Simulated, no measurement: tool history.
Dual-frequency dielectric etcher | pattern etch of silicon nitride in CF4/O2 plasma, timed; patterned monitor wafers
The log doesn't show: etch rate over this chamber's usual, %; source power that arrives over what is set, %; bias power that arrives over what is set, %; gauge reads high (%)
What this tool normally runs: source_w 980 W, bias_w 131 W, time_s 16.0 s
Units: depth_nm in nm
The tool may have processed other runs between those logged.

run	day	source_w	bias_w	time_s	wafers since the last listed run	hours since the last wet clean	hours since the last source power generator calibration	hours since the last bias power generator calibration	hours since the last upper electrode change	hours since the gauge calibration	read-back reference wafer on the same gauge, depth_nm	depth_nm
1	0.000	980	131	16.0	0	502.0	1624.2	3553.2	5681.8	1159.9	47.9	54.9
# day 0.492: source power generator calibrated
2	0.704	980	131	16.0	163	518.9	5.1	3570.1	5698.7	1176.8	47.9	52.2
# day 1.883: upper electrode replaced
3	1.904	980	131	16.0	60	547.7	33.9	3598.9	0.5	1205.6	47.8	51.7
4	2.429	980	131	16.0	160	560.3	46.5	3611.5	13.1	1218.2	47.9	52.2
# day 3.433: wet clean of the chamber
5	3.454	980	131	13.5	7	0.5	71.1	3636.1	37.7	1242.8	48.0	46.1
6	4.525	900	116	11.5	326	26.2	96.8	3661.8	63.4	1268.5	47.9	34.2
7	5.304	1170	131	16.0	237	44.9	115.5	3680.5	82.1	1287.2	47.9	64.6
8	6.117	840	116	11.5	247	64.4	135.0	3700.0	101.6	1306.7	47.9	32.0
9	7.092	980	131	20.0	297	87.8	158.4	3723.4	125.0	1330.1	47.9	68.3
10	8.012	830	131	20.0	280	109.9	180.5	3745.5	147.1	1352.2	47.9	57.6
11	8.571	980	131	17.5	170	123.3	193.9	3758.9	160.5	1365.6	47.9	59.6
12	9.150	980	119	19.5	176	137.2	207.8	3772.8	174.4	1379.5	47.9	64.2
13	10.017	980	113	19.5	264	158.0	228.6	3793.6	195.2	1400.3	47.9	62.0
14	11.425	1140	164	20.5	429	191.8	262.4	3827.4	229.0	1434.1	47.9	88.3
15	12.242	900	116	11.5	249	211.4	282.0	3847.0	248.6	1453.7	48.0	33.7
# day 14.479: bias power generator calibrated
16	15.912	980	131	16.0	1068	299.5	370.1	34.4	336.7	1541.8	47.9	53.7
17	16.588	750	131	14.0	205	315.7	386.3	50.6	352.9	1558.0	47.9	35.3
18	17.671	1210	146	20.5	330	341.7	412.3	76.6	378.9	1584.0	47.9	88.8
# day 18.562: gauge calibrated
19	19.058	980	161	16.0	423	375.0	445.6	109.9	412.2	11.9	47.9	57.6
20	19.738	1060	108	14.0	207	391.3	461.9	126.2	428.5	28.2	47.9	46.8
21	20.671	1200	140	11.5	284	413.7	484.3	148.6	450.9	50.6	47.9	48.5
22	22.150	1060	108	14.0	451	449.2	519.8	184.1	486.4	86.1	47.9	47.1
23	23.979	920	142	14.0	557	493.1	563.7	228.0	530.3	130.0	47.9	45.2
24	24.496	980	131	16.0	157	505.5	576.1	240.4	542.7	142.4	47.9	53.2
25	25.867	980	131	16.0	418	538.4	609.0	273.3	575.6	175.3	47.9	53.2
# day 27.362: wet clean of the chamber
26	27.383	980	150	11.0	157	0.5	645.4	309.7	612.0	211.7	47.9	40.0
27	28.371	1170	157	13.0	301	24.2	669.1	333.4	635.7	235.4	47.9	57.9
28	29.312	1140	131	16.0	287	46.8	691.7	356.0	658.3	258.0	48.0	64.5
29	30.271	980	131	16.0	292	69.8	714.7	379.0	681.3	281.0	47.9	54.5

Alternative continuations, all from the tool just after run 29; predict every row:
A	30.288	890	131	16.0	5	70.2	715.1	379.4	681.7	281.4	?	?
B	30.288	980	101	16.0	5	70.2	715.1	379.4	681.7	281.4	?	?
C	30.288	780	131	20.5	5	70.2	715.1	379.4	681.7	281.4	?	?
D	30.288	770	131	14.0	5	70.2	715.1	379.4	681.7	281.4	?	?
E	30.288	1200	150	18.5	5	70.2	715.1	379.4	681.7	281.4	?	?

run	read-back reference wafer on the same gauge, depth_nm	depth_nm
A	47.9	49.8
B	47.9	49.5
C	47.9	55.6
D	47.9	37.4
E	47.9	82.1
Without the tool's hidden state the same runs would have given:
run	depth_nm
A	49.5
B	49.3
C	55.3
D	37.3
E	81.7

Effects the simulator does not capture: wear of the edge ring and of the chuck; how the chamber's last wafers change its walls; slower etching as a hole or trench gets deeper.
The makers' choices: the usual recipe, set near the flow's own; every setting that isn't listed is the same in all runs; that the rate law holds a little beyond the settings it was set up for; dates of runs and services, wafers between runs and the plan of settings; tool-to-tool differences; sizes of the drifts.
